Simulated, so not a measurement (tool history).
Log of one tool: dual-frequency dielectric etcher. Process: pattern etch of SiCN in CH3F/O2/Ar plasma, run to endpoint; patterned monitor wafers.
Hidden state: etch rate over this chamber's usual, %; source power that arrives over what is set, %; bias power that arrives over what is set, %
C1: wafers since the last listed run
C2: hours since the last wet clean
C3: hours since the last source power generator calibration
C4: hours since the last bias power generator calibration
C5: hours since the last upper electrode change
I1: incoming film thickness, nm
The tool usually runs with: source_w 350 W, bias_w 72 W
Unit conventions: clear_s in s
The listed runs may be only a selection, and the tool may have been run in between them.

{"run": 1, "day": 0.0, "source_w": 350, "bias_w": 72, "C1": 0, "C2": 279.3, "C3": 3594.4, "C4": 2627.6, "C5": 1453, "I1": 8.02, "clear_s": 22.9}
{"run": 2, "day": 1.117, "source_w": 350, "bias_w": 72, "C1": 434, "C2": 306.1, "C3": 3621.2, "C4": 2654.4, "C5": 1479.8, "I1": 8.04, "clear_s": 23}
{"run": 3, "day": 3.629, "source_w": 350, "bias_w": 72, "C1": 978, "C2": 366.4, "C3": 3681.5, "C4": 2714.7, "C5": 1540.1, "I1": 8, "clear_s": 23.1}
{"day": 5.55, "done": "wet clean of the chamber"}
{"run": 4, "day": 5.571, "source_w": 350, "bias_w": 72, "C1": 366, "C2": 0.5, "C3": 3728.1, "C4": 2761.3, "C5": 1586.7, "I1": 8.03, "clear_s": 21.8}
{"run": 5, "day": 6.638, "source_w": 350, "bias_w": 72, "C1": 415, "C2": 26.1, "C3": 3753.7, "C4": 2786.9, "C5": 1612.3, "I1": 8.04, "clear_s": 22.1}
{"run": 6, "day": 8.162, "source_w": 350, "bias_w": 72, "C1": 594, "C2": 62.7, "C3": 3790.3, "C4": 2823.5, "C5": 1648.9, "I1": 8.08, "clear_s": 21.9}
{"run": 7, "day": 10.371, "source_w": 350, "bias_w": 72, "C1": 860, "C2": 115.7, "C3": 3843.3, "C4": 2876.5, "C5": 1701.9, "I1": 8.05, "clear_s": 22.2}
{"run": 8, "day": 11.521, "source_w": 350, "bias_w": 72, "C1": 447, "C2": 143.3, "C3": 3870.9, "C4": 2904.1, "C5": 1729.5, "I1": 8.04, "clear_s": 22.4}
{"run": 9, "day": 12.792, "source_w": 350, "bias_w": 72, "C1": 495, "C2": 173.8, "C3": 3901.4, "C4": 2934.6, "C5": 1760, "I1": 7.95, "clear_s": 22.2}
{"run": 10, "day": 14.642, "source_w": 350, "bias_w": 72, "C1": 720, "C2": 218.2, "C3": 3945.8, "C4": 2979, "C5": 1804.4, "I1": 8.02, "clear_s": 22.3}
{"run": 11, "day": 15.738, "source_w": 400, "bias_w": 72, "C1": 426, "C2": 244.5, "C3": 3972.1, "C4": 3005.3, "C5": 1830.7, "I1": 7.94, "clear_s": 21.1}
{"run": 12, "day": 17.529, "source_w": 330, "bias_w": 72, "C1": 697, "C2": 287.5, "C3": 4015.1, "C4": 3048.3, "C5": 1873.7, "I1": 8.03, "clear_s": 22.8}
{"day": 18.7, "done": "bias power generator calibrated"}
{"run": 13, "day": 20.029, "source_w": 330, "bias_w": 72, "C1": 908, "C2": 347.5, "C3": 4075.1, "C4": 31.9, "C5": 1933.7, "I1": 7.94, "clear_s": 22.8}
{"run": 14, "day": 22.317, "source_w": 320, "bias_w": 65, "C1": 891, "C2": 402.4, "C3": 4130, "C4": 86.8, "C5": 1988.6, "I1": 8.05, "clear_s": 25.3}
{"run": 15, "day": 24.629, "source_w": 410, "bias_w": 57, "C1": 900, "C2": 457.9, "C3": 4185.5, "C4": 142.3, "C5": 2044.1, "I1": 8.06, "clear_s": 25.4}
{"day": 26.083, "done": "wet clean of the chamber"}
{"run": 16, "day": 27.388, "source_w": 350, "bias_w": 72, "C1": 684, "C2": 31.3, "C3": 4251.7, "C4": 208.5, "C5": 2110.3, "I1": 8.05, "clear_s": 22.1}
{"run": 17, "day": 29.829, "source_w": 280, "bias_w": 56, "C1": 951, "C2": 89.9, "C3": 4310.3, "C4": 267.1, "C5": 2168.9, "I1": 8, "clear_s": 28.2}
{"run": 18, "day": 32.112, "source_w": 350, "bias_w": 60, "C1": 889, "C2": 144.7, "C3": 4365.1, "C4": 321.9, "C5": 2223.7, "I1": 7.97, "clear_s": 24.8}
{"run": 19, "day": 33.712, "source_w": 390, "bias_w": 78, "C1": 623, "C2": 183.1, "C3": 4403.5, "C4": 360.3, "C5": 2262.1, "I1": 8.04, "clear_s": 20.6}
{"run": 20, "day": 35.158, "source_w": 400, "bias_w": 72, "C1": 563, "C2": 217.8, "C3": 4438.2, "C4": 395, "C5": 2296.8, "I1": 8.04, "clear_s": 21.4}
{"run": 21, "day": 36.525, "source_w": 440, "bias_w": 81, "C1": 532, "C2": 250.6, "C3": 4471, "C4": 427.8, "C5": 2329.6, "I1": 7.91, "clear_s": 19.2}
{"run": 22, "day": 38.696, "source_w": 420, "bias_w": 55, "C1": 845, "C2": 302.7, "C3": 4523.1, "C4": 479.9, "C5": 2381.7, "I1": 8, "clear_s": 25.3}
{"run": 23, "day": 41.225, "source_w": 270, "bias_w": 56, "C1": 985, "C2": 363.4, "C3": 4583.8, "C4": 540.6, "C5": 2442.4, "I1": 7.95, "clear_s": 29.4}
{"day": 42.233, "done": "source power generator calibrated"}
{"run": 24, "day": 42.921, "source_w": 350, "bias_w": 66, "C1": 595, "C2": 404.1, "C3": 16.5, "C4": 581.3, "C5": 2483.1, "I1": 7.98, "clear_s": 24.3}
{"day": 43.954, "done": "wet clean of the chamber"}
{"run": 25, "day": 44.562, "source_w": 350, "bias_w": 72, "C1": 249, "C2": 14.6, "C3": 55.9, "C4": 620.7, "C5": 2522.5, "I1": 7.99, "clear_s": 22.1}
{"run": 26, "day": 46.738, "source_w": 420, "bias_w": 61, "C1": 847, "C2": 66.8, "C3": 108.1, "C4": 672.9, "C5": 2574.7, "I1": 7.93, "clear_s": 22.6}
{"day": 48.004, "done": "upper electrode replaced"}
{"run": 27, "day": 49.508, "source_w": 380, "bias_w": 59, "C1": 689, "C2": 133.3, "C3": 174.6, "C4": 739.4, "C5": 36.1, "I1": 8.04, "clear_s": 24.4}
{"run": 28, "day": 52.396, "source_w": 270, "bias_w": 72, "C1": 1124, "C2": 202.6, "C3": 243.9, "C4": 808.7, "C5": 105.4, "I1": 7.89, "clear_s": 24.5}
{"run": 29, "day": 55.312, "source_w": 390, "bias_w": 61, "C1": 1136, "C2": 272.6, "C3": 313.9, "C4": 878.7, "C5": 175.4, "I1": 8.02, "clear_s": 24.4}
{"run": 30, "day": 57.5, "source_w": 320, "bias_w": 81, "C1": 852, "C2": 325.1, "C3": 366.4, "C4": 931.2, "C5": 227.9, "I1": 8.04, "clear_s": 22.7}
{"run": 31, "day": 59.733, "source_w": 260, "bias_w": 57, "C1": 869, "C2": 378.7, "C3": 420, "C4": 984.8, "C5": 281.5, "I1": 7.99, "clear_s": 30}
{"day": 61.65, "done": "wet clean of the chamber"}
{"run": 32, "day": 65.183, "source_w": 350, "bias_w": 72, "C1": 1733, "C2": 84.8, "C3": 550.8, "C4": 1115.6, "C5": 412.3, "I1": 7.96, "clear_s": 21.7}
{"run": 33, "day": 66.954, "source_w": 350, "bias_w": 72, "C1": 689, "C2": 127.3, "C3": 593.3, "C4": 1158.1, "C5": 454.8, "I1": 8, "clear_s": 22.2}
{"run": 34, "day": 68.35, "source_w": 410, "bias_w": 86, "C1": 543, "C2": 160.8, "C3": 626.8, "C4": 1191.6, "C5": 488.3, "I1": 7.96, "clear_s": 19}
{"run": 35, "day": 70.35, "source_w": 350, "bias_w": 72, "C1": 779, "C2": 208.8, "C3": 674.8, "C4": 1239.6, "C5": 536.3, "I1": 8, "clear_s": 22.4}

Each row is a separate what-if for the run after 35, all from the same tool condition, not one after another. Results?
{"run": "A", "day": 70.367, "source_w": 310, "bias_w": 72, "C1": 6, "C2": 209.2, "C3": 675.2, "C4": 1240, "C5": 536.7, "I1": 8.03, "clear_s": "?"}
{"run": "B", "day": 70.367, "source_w": 300, "bias_w": 72, "C1": 6, "C2": 209.2, "C3": 675.2, "C4": 1240, "C5": 536.7, "I1": 8.03, "clear_s": "?"}
{"run": "C", "day": 70.367, "source_w": 320, "bias_w": 67, "C1": 6, "C2": 209.2, "C3": 675.2, "C4": 1240, "C5": 536.7, "I1": 8.03, "clear_s": "?"}
{"run": "D", "day": 70.367, "source_w": 280, "bias_w": 61, "C1": 6, "C2": 209.2, "C3": 675.2, "C4": 1240, "C5": 536.7, "I1": 8.03, "clear_s": "?"}

run=A clear_s=23.6
run=B clear_s=23.9
run=C clear_s=24.3
run=D clear_s=27.1
The same runs, with their run-to-run variation unchanged, on a tool lacking any hidden condition would have given:
run=A clear_s=23.1
run=B clear_s=23.4
run=C clear_s=23.8
run=D clear_s=26.5

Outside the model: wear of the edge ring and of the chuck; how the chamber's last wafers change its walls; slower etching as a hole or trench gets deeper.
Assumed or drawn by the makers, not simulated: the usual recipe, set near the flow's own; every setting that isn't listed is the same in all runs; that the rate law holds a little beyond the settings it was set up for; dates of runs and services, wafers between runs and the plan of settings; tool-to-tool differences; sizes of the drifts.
